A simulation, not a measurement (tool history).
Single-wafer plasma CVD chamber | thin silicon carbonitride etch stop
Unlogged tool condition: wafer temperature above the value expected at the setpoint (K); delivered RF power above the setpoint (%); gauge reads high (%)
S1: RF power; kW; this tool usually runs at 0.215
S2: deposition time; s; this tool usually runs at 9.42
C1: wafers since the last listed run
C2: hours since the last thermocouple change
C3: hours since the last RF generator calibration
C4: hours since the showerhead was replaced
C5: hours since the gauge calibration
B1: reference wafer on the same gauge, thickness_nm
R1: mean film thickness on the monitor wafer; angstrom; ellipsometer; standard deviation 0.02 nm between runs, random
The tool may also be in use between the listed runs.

run    hour     S1     S2    C1      C2      C3      C4      C5     B1     R1
  1     0.0  0.215   9.42     0   946.7   833.4  5207.2   779.7  4.823  51.46
  2    52.2  0.215   9.42  1623   998.9   885.6  5259.4   831.9  4.828  52.00
  3    86.2  0.235   9.42  1057  1032.9   919.6  5293.4   865.9  4.823  53.11
  4   111.3  0.235   9.42   780  1058.0   944.7  5318.5   891.0  4.816  52.80
  5   182.5  0.215   9.81  2214  1129.2  1015.9  5389.7   962.2  4.813  53.54
  6   206.7  0.215   9.81   752  1153.4  1040.1  5413.9   986.4  4.825  53.89
  7   271.4  0.215   9.81  2012  1218.1  1104.8  5478.6  1051.1  4.822  53.73
  8   315.4  0.215   9.42  1368  1262.1  1148.8  5522.6  1095.1  4.816  51.64
  9   345.1  0.215   9.42   923  1291.8  1178.5  5552.3  1124.8  4.821  51.61
      402.0  -- gauge calibrated
 10   405.3  0.215   9.42  1872  1352.0  1238.7  5612.5     3.3  4.819  51.39
 11   462.1  0.235  10.33  1766  1408.8  1295.5  5669.3    60.1  4.817  57.69
      480.2  -- RF generator calibrated
 12   515.2  0.180   9.42  1402  1461.9    35.0  5722.4   113.2  4.816  48.26
 13   579.8  0.180   9.42  2008  1526.5    99.6  5787.0   177.8  4.823  48.20
 14   606.9  0.215   9.42   842  1553.6   126.7  5814.1   204.9  4.830  50.72
 15   652.4  0.200   8.76  1414  1599.1   172.2  5859.6   250.4  4.825  46.36
 16   684.6  0.255   8.84  1001  1631.3   204.4  5891.8   282.6  4.807  49.80
      694.0  -- showerhead replaced
 17   712.9  0.180   8.49   631  1659.6   232.7    18.9   310.9  4.814  43.71
      764.1  -- RF generator calibrated, repeated, since the last time left the tool worse
 18   784.6  0.185   8.30  1980  1731.3    20.5    90.6   382.6  4.815  44.13
 19   821.6  0.240   7.78  1150  1768.3    57.5   127.6   419.6  4.824  44.42
      871.6  -- thermocouple changed; heater temperature recalibrated
 20   875.6  0.200  10.30  1430     4.0   111.5   181.6   473.6  4.817  55.96
 21   901.6  0.195   9.42   808    30.0   137.5   207.6   499.6  4.818  50.72
 22   962.6  0.250   8.14  1896    91.0   198.5   268.6   560.6  4.817  46.87
 23   991.8  0.215   9.42   908   120.2   227.7   297.8   589.8  4.815  52.46
 24  1022.0  0.250   8.14   939   150.4   257.9   328.0   620.0  4.822  46.65
 25  1092.9  0.190   8.64  2204   221.3   328.8   398.9   690.9  4.821  46.10
 26  1151.1  0.190   8.79  1809   279.5   387.0   457.1   749.1  4.822  47.12
 27  1182.2  0.215   9.42   967   310.6   418.1   488.2   780.2  4.822  51.83
 28  1212.6  0.215  10.97   945   341.0   448.5   518.6   810.6  4.820  60.33

What if the next run were any one of these 3? Each begins from the tool's condition after run 28:
  A  1213.0  0.230   9.42  12  341.4  448.9  519.0  811.0   ?   ?
  B  1213.0  0.255  10.32  12  341.4  448.9  519.0  811.0   ?   ?
  C  1213.0  0.235   8.93  12  341.4  448.9  519.0  811.0   ?   ?

run     B1     R1
  A  4.827  52.97
  B  4.827  59.64
  C  4.827  50.50
The same runs, with their run-to-run variation unchanged, on a tool lacking any hidden condition would have given:
run     R1
  A  53.12
  B  59.82
  C  50.65
